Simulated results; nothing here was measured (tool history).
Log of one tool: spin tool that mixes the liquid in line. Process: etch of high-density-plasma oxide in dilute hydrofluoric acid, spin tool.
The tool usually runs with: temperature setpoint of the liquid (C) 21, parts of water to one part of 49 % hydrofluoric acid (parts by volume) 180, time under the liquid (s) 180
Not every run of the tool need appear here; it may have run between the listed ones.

| run | day | temperature setpoint of the liquid (C) | parts of water to one part of 49 % hydrofluoric acid (parts by volume) | time under the liquid (s) | wafers since the last listed run | hours since the thermometer was replaced | hours since the hydrofluoric acid flow meter was replaced | hours since the gauge calibration | read-back film thickness of the high-density-plasma oxide reference wafer, read on the same gauge (nm) | thickness taken off the high-density-plasma oxide on a monitor wafer (Å) |
|---|---|---|---|---|---|---|---|---|---|---|
| 1 | 0 | 21 | 180 | 180 | 0 | 1411 | 395 | 1395.5 | 140.049 | 35.22 |
| 2 | 1.2 | 21 | 180 | 180 | 179 | 1439.8 | 423.8 | 1424.3 | 139.968 | 34.97 |
| 3 | 2.825 | 21 | 180 | 180 | 242 | 1478.8 | 462.8 | 1463.3 | 140.02 | 34.35 |
| 4 | 5.242 | 21 | 180 | 235 | 360 | 1536.8 | 520.8 | 1521.3 | 139.969 | 46.05 |
|  | 6.525 | hydrofluoric acid flow meter replaced |
|  | 7.658 | thermometer replaced |
| 5 | 8.188 | 21 | 180 | 235 | 427 | 12.7 | 39.9 | 1592 | 140.003 | 50.74 |
| 6 | 9.625 | 21 | 180 | 235 | 214 | 47.2 | 74.4 | 1626.5 | 139.974 | 50.32 |
| 7 | 10.629 | 21 | 140 | 145 | 149 | 71.3 | 98.5 | 1650.6 | 139.996 | 42.39 |
| 8 | 11.925 | 24.5 | 180 | 180 | 193 | 102.4 | 129.6 | 1681.7 | 140.031 | 43.59 |
| 9 | 13.158 | 23 | 105 | 270 | 184 | 132 | 159.2 | 1711.3 | 140.013 | 114.82 |
| 10 | 15.842 | 18.5 | 120 | 180 | 400 | 196.4 | 223.6 | 1775.7 | 139.982 | 55.2 |
| 11 | 17.267 | 21 | 180 | 180 | 212 | 230.6 | 257.8 | 1809.9 | 139.971 | 38.35 |
|  | 18.854 | gauge calibrated |
| 12 | 19.071 | 21 | 180 | 180 | 269 | 273.9 | 301.1 | 5.2 | 139.972 | 38.47 |
| 13 | 21.604 | 21 | 180 | 180 | 378 | 334.7 | 361.9 | 66 | 139.952 | 37.72 |
| 14 | 24.504 | 17.5 | 230 | 215 | 432 | 404.3 | 431.5 | 135.6 | 140.034 | 29.61 |
| 15 | 26.85 | 23 | 105 | 270 | 350 | 460.6 | 487.8 | 191.9 | 140.017 | 114.25 |
| 16 | 28.688 | 24 | 110 | 280 | 274 | 504.7 | 531.9 | 236 | 140.019 | 116.79 |
|  | 29.867 | hydrofluoric acid flow meter replaced |
| 17 | 30.758 | 24 | 215 | 240 | 302 | 554.4 | 21.4 | 285.7 | 139.983 | 45.26 |
| 18 | 32.05 | 21 | 150 | 270 | 192 | 585.4 | 52.4 | 316.7 | 140.021 | 69.06 |
| 19 | 34.396 | 21 | 210 | 180 | 350 | 641.7 | 108.7 | 373 | 139.977 | 31.05 |
| 20 | 35.792 | 21 | 180 | 215 | 208 | 675.2 | 142.2 | 406.5 | 139.957 | 44.33 |
| 21 | 38.688 | 17 | 180 | 105 | 432 | 744.7 | 211.7 | 476 | 139.994 | 18.35 |
| 22 | 41.612 | 25 | 250 | 275 | 436 | 814.9 | 281.9 | 546.2 | 139.955 | 43.11 |
| 23 | 43.508 | 21 | 180 | 180 | 282 | 860.4 | 327.4 | 591.7 | 140.014 | 36.55 |
| 24 | 46.388 | 19 | 95 | 255 | 429 | 929.5 | 396.5 | 660.8 | 139.977 | 97.72 |
| 25 | 47.925 | 21 | 180 | 180 | 229 | 966.4 | 433.4 | 697.7 | 140.001 | 36.03 |
| 26 | 50.254 | 21 | 180 | 180 | 347 | 1022.3 | 489.3 | 753.6 | 139.974 | 36.35 |
|  | 50.692 | hydrofluoric acid flow meter replaced |
| 27 | 51.971 | 21 | 180 | 180 | 249 | 1063.5 | 30.7 | 794.8 | 139.989 | 35.91 |
| 28 | 53.458 | 21 | 180 | 180 | 221 | 1099.2 | 66.4 | 830.5 | 140 | 36.78 |
| 29 | 56.112 | 21 | 180 | 240 | 396 | 1162.9 | 130.1 | 894.2 | 140.007 | 48.21 |
| 30 | 57.296 | 19.5 | 240 | 280 | 176 | 1191.3 | 158.5 | 922.6 | 140.019 | 37.22 |
| 31 | 59.888 | 26 | 140 | 135 | 386 | 1253.5 | 220.7 | 984.8 | 140.005 | 44.35 |

Consider 5 possible next runs. They are alternatives, not a sequence: every one starts from the tool as it was left by run 31. What does each give?
| A | 59.908 | 21 | 180 | 180 | 3 | 1254 | 221.2 | 985.3 | ? | ? |
| B | 59.908 | 25 | 255 | 260 | 3 | 1254 | 221.2 | 985.3 | ? | ? |
| C | 59.908 | 23 | 250 | 115 | 3 | 1254 | 221.2 | 985.3 | ? | ? |
| D | 59.908 | 19 | 245 | 270 | 3 | 1254 | 221.2 | 985.3 | ? | ? |
| E | 59.908 | 25 | 155 | 180 | 3 | 1254 | 221.2 | 985.3 | ? | ? |

| run | read-back film thickness of the high-density-plasma oxide reference wafer, read on the same gauge (nm) | thickness taken off the high-density-plasma oxide on a monitor wafer (Å) |
|---|---|---|
| A | 139.991 | 35.29 |
| B | 139.991 | 38.91 |
| C | 139.991 | 16.39 |
| D | 139.991 | 33.86 |
| E | 139.991 | 49.18 |
Had the tool no hidden state, the same runs would have come out as:
| run | thickness taken off the high-density-plasma oxide on a monitor wafer (Å) |
|---|---|
| A | 38.61 |
| B | 42.25 |
| C | 17.83 |
| D | 37.01 |
| E | 53.69 |

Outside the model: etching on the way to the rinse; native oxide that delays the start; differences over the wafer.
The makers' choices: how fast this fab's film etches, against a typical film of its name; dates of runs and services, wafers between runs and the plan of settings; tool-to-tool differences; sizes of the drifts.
